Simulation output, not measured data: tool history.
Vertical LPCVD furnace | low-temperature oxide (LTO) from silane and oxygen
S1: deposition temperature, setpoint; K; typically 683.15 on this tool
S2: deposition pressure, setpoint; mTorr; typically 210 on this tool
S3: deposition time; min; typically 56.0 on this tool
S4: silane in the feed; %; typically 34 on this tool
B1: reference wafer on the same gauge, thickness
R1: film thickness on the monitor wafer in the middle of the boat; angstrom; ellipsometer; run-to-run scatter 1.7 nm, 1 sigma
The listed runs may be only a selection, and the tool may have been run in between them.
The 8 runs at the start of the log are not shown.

run 9 hour=574.1 | S1=683.15 S2=230 S3=56.0 S4=34 | B1=492.81 | R1=4746.8
run 10 hour=657.7 | S1=683.15 S2=230 S3=56.0 S4=34 | B1=493.47 | R1=4731.9
-- hour=688.8 gauge calibrated
run 11 hour=705.7 | S1=683.15 S2=195 S3=56.0 S4=34 | B1=483.11 | R1=3933.1
run 12 hour=778.8 | S1=683.15 S2=210 S3=56.0 S4=34 | B1=485.30 | R1=4266.8
run 13 hour=828.4 | S1=683.15 S2=210 S3=56.0 S4=34 | B1=486.69 | R1=4270.3
run 14 hour=935.9 | S1=683.15 S2=210 S3=56.0 S4=34 | B1=487.65 | R1=4302.6
run 15 hour=977.5 | S1=683.15 S2=210 S3=56.0 S4=34 | B1=488.17 | R1=4270.1
run 16 hour=1043.2 | S1=689.15 S2=210 S3=56.0 S4=36 | B1=488.61 | R1=4909.4
run 17 hour=1102.5 | S1=683.15 S2=210 S3=56.0 S4=34 | B1=489.64 | R1=4297.8
run 18 hour=1140.6 | S1=687.15 S2=190 S3=56.0 S4=34 | B1=490.89 | R1=4071.5
-- hour=1244.9 silane flow controller replaced
run 19 hour=1245.4 | S1=683.15 S2=210 S3=42.5 S4=34 | B1=491.41 | R1=3284.2
-- hour=1282.8 thermocouples replaced and temperature profile calibrated
run 20 hour=1283.3 | S1=683.15 S2=210 S3=56.0 S4=34 | B1=491.11 | R1=4288.7
-- hour=1312.1 pressure gauge zeroed
run 21 hour=1346.6 | S1=674.15 S2=175 S3=56.0 S4=34 | B1=492.22 | R1=3264.6
run 22 hour=1400.1 | S1=674.15 S2=175 S3=68.0 S4=39 | B1=492.40 | R1=4729.6
run 23 hour=1666.8 | S1=674.15 S2=255 S3=71.0 S4=41 | B1=493.16 | R1=7658.5
run 24 hour=1752.8 | S1=683.15 S2=210 S3=56.0 S4=34 | B1=493.60 | R1=4313.4
run 25 hour=1814.3 | S1=683.15 S2=210 S3=56.0 S4=39 | B1=493.85 | R1=5202.2
run 26 hour=1898.0 | S1=686.15 S2=185 S3=66.5 S4=37 | B1=494.21 | R1=5221.5
run 27 hour=1934.1 | S1=683.15 S2=175 S3=67.5 S4=37 | B1=494.43 | R1=4869.2
run 28 hour=2002.4 | S1=683.15 S2=210 S3=56.0 S4=34 | B1=494.54 | R1=4331.2
run 29 hour=2038.7 | S1=683.15 S2=210 S3=56.0 S4=34 | B1=494.90 | R1=4338.0
-- hour=2052.5 gauge calibrated
run 30 hour=2121.2 | S1=689.15 S2=210 S3=56.0 S4=37 | B1=483.77 | R1=5082.0
run 31 hour=2187.3 | S1=689.15 S2=235 S3=49.5 S4=39 | B1=485.42 | R1=5345.5

Consider 4 possible next runs. They are alternatives, not a sequence: every one starts from the tool as it was left by run 31. What does each give?
run A hour=2192.6 | S1=683.15 S2=210 S3=56.0 S4=31 | B1=? | R1=?
run B hour=2192.6 | S1=683.15 S2=160 S3=56.0 S4=34 | B1=? | R1=?
run C hour=2192.6 | S1=683.15 S2=210 S3=74.0 S4=34 | B1=? | R1=?
run D hour=2192.6 | S1=687.15 S2=210 S3=70.0 S4=34 | B1=? | R1=?

run=A B1=486.15 R1=3740.7
run=B B1=486.15 R1=3235.5
run=C B1=486.15 R1=5611.5
run=D B1=486.15 R1=5547.6
Without the tool's unlogged condition, the same runs would have read:
run=A R1=3718.2
run=B R1=3216.0
run=C R1=5577.7
run=D R1=5514.2
